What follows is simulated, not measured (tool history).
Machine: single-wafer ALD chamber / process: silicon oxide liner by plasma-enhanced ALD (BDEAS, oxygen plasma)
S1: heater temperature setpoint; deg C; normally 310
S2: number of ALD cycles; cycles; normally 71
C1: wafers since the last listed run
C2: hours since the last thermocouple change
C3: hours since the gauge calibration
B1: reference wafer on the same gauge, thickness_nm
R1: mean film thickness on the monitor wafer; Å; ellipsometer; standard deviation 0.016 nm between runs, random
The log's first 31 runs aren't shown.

run	hour	S1	S2	C1	C2	C3	B1	R1
# hour 2408.5: gauge calibrated
32	2472.4	315	83	477	1193.8	63.9	7.107	74.29
33	2556.3	306	80	464	1277.7	147.8	7.111	73.39
34	2649.4	310	71	515	1370.8	240.9	7.108	64.17
35	2745.2	322	63	530	1466.6	336.7	7.108	55.99
# hour 2764.4: thermocouple changed; heater temperature recalibrated
36	2812.4	302	62	327	48	403.9	7.106	56.41
37	2912.2	315	62	552	147.8	503.7	7.111	55.31
38	3009	295	58	536	244.6	600.5	7.11	54.59
39	3100	310	77	504	335.6	691.5	7.109	69.23
40	3383.3	310	81	1569	618.9	974.8	7.108	72.87
41	3420	310	71	203	655.6	1011.5	7.11	63.88
42	3470.5	317	63	279	706.1	1062	7.11	56.14
43	3509.3	305	59	214	744.9	1100.8	7.112	53.78
44	3596.2	321	63	481	831.8	1187.7	7.113	55.83
45	3647.3	310	82	283	882.9	1238.8	7.109	74.04
46	3713.8	318	58	368	949.4	1305.3	7.11	51.65

Here are 3 independent what-if runs from the current tool condition. What would each one return?
A	3714.3	301	71	2	949.9	1305.8	?	?
B	3714.3	318	64	2	949.9	1305.8	?	?
C	3714.3	324	59	2	949.9	1305.8	?	?

run	B1	R1
A	7.109	66.28
B	7.109	57.22
C	7.109	52.24
With no hidden state in the tool, these same runs would have given:
run	R1
A	64.64
B	56.65
C	51.72
